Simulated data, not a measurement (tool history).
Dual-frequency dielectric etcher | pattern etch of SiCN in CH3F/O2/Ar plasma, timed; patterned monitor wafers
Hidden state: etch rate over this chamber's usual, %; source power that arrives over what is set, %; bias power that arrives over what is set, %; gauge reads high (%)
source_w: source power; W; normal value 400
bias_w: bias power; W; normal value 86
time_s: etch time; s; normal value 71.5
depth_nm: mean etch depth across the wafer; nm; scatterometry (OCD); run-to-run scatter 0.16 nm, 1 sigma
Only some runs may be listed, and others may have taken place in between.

run   hour  source_w  bias_w  time_s  wafers since the last listed run  hours since the last wet clean  hours since the last source power generator calibration  hours since the last bias power generator calibration  hours since the last upper electrode change  hours since the gauge calibration  read-back reference wafer on the same gauge, depth_nm  depth_nm
  1    0.0       400      86    64.5                                 0                           532.9                                                   4287.6                                                 2846.6                                       1664.5                              158.2                                                  31.22     25.08
  2   15.5       400      86    64.5                               133                           548.4                                                   4303.1                                                 2862.1                                       1680.0                              173.7                                                  31.25     25.07
  3   29.5       400      86    64.5                               120                           562.4                                                   4317.1                                                 2876.1                                       1694.0                              187.7                                                  31.17     24.78
      39.7  -- gauge calibrated
  4   42.8       400      86    71.5                               114                           575.7                                                   4330.4                                                 2889.4                                       1707.3                                3.1                                                  31.18     27.65
  5   57.8       400      86    71.5                               128                           590.7                                                   4345.4                                                 2904.4                                       1722.3                               18.1                                                  31.26     27.90
  6   65.7       400      86    71.5                                67                           598.6                                                   4353.3                                                 2912.3                                       1730.2                               26.0                                                  31.19     27.58
  7   82.2       400      93    71.5                               141                           615.1                                                   4369.8                                                 2928.8                                       1746.7                               42.5                                                  31.16     28.35
  8   88.7       400      93    71.5                                55                           621.6                                                   4376.3                                                 2935.3                                       1753.2                               49.0                                                  31.18     28.19
  9  101.7       400      86    71.5                               111                           634.6                                                   4389.3                                                 2948.3                                       1766.2                               62.0                                                  31.21     27.71
     130.9  -- upper electrode replaced
     137.3  -- wet clean of the chamber
 10  137.8       400      86    71.5                                49                             0.5                                                   4425.4                                                 2984.4                                          6.9                               98.1                                                  31.24     29.39
 11  138.1       400      86    71.5                                 2                             0.8                                                   4425.7                                                 2984.7                                          7.2                               98.4                                                  31.14     29.38
 12  144.7       400      86    71.5                                56                             7.4                                                   4432.3                                                 2991.3                                         13.8                              105.0                                                  31.25     29.34
 13  151.4       400      86    71.5                                57                            14.1                                                   4439.0                                                 2998.0                                         20.5                              111.7                                                  31.17     29.33
 14  168.5       450      98    71.5                               146                            31.2                                                   4456.1                                                 3015.1                                         37.6                              128.8                                                  31.23     31.60
     173.1  -- source power generator calibrated
 15  181.2       400      86    71.5                                74                            43.9                                                      8.1                                                 3027.8                                         50.3                              141.5                                                  31.20     29.41
 16  187.7       400      86    79.5                                55                            50.4                                                     14.6                                                 3034.3                                         56.8                              148.0                                                  31.24     32.80
 17  196.7       360      70    82.5                                77                            59.4                                                     23.6                                                 3043.3                                         65.8                              157.0                                                  31.18     30.50
     210.9  -- bias power generator calibrated
 18  212.3       350      86    53.0                                99                            75.0                                                     39.2                                                    1.4                                         81.4                              172.6                                                  31.17     20.80
 19  222.6       430      68    90.0                                88                            85.3                                                     49.5                                                   11.7                                         91.7                              182.9                                                  31.16     34.84
 20  236.1       450      78    89.0                               115                            98.8                                                     63.0                                                   25.2                                        105.2                              196.4                                                  31.20     36.16
     239.8  -- gauge calibrated
 21  247.0       400      86    71.5                                93                           109.7                                                     73.9                                                   36.1                                        116.1                                7.2                                                  31.20     29.03
 22  259.9       400      70    84.0                               110                           122.6                                                     86.8                                                   49.0                                        129.0                               20.1                                                  31.20     32.17
 23  274.8       430      95    51.0                               127                           137.5                                                    101.7                                                   63.9                                        143.9                               35.0                                                  31.18     21.88
 24  287.7       360      86    71.5                               110                           150.4                                                    114.6                                                   76.8                                        156.8                               47.9                                                  31.18     28.23
 25  299.1       400      92    91.0                                97                           161.8                                                    126.0                                                   88.2                                        168.2                               59.3                                                  31.18     37.60
 26  307.1       400      86    71.5                                68                           169.8                                                    134.0                                                   96.2                                        176.2                               67.3                                                  31.24     28.61
 27  325.0       400      86    71.5                               153                           187.7                                                    151.9                                                  114.1                                        194.1                               85.2                                                  31.22     28.79

Across each entry between runs, compare the hidden state at the last listed run before it with the hidden state at the first listed run after it:
Run 3 -> run 4: gauge calibrated (hour 39.7)
  etch rate over this chamber's usual, %: -5.36 -> -5.48
  the result without the hidden state subtracted from the measured one, depth_nm: -1.41 -> -1.60 nm
Run 9 -> run 10: upper electrode replaced (hour 130.9); wet clean of the chamber (hour 137.3)
  etch rate over this chamber's usual, %: -5.98 -> 0.413
  the result without the hidden state subtracted from the measured one, depth_nm: -1.76 -> +0.12 nm
Run 14 -> run 15: source power generator calibrated (hour 173.1)
  etch rate over this chamber's usual, %: 0.15 -> 0.0419
  the result without the hidden state subtracted from the measured one, depth_nm: +0.05 -> +0.02 nm
Run 17 -> run 18: bias power generator calibrated (hour 210.9)
  etch rate over this chamber's usual, %: -0.0905 -> -0.224
  the result without the hidden state subtracted from the measured one, depth_nm: -0.03 -> -0.05 nm
Run 20 -> run 21: gauge calibrated (hour 239.8)
  etch rate over this chamber's usual, %: -0.427 -> -0.52
  the result without the hidden state subtracted from the measured one, depth_nm: -0.16 -> -0.16 nm

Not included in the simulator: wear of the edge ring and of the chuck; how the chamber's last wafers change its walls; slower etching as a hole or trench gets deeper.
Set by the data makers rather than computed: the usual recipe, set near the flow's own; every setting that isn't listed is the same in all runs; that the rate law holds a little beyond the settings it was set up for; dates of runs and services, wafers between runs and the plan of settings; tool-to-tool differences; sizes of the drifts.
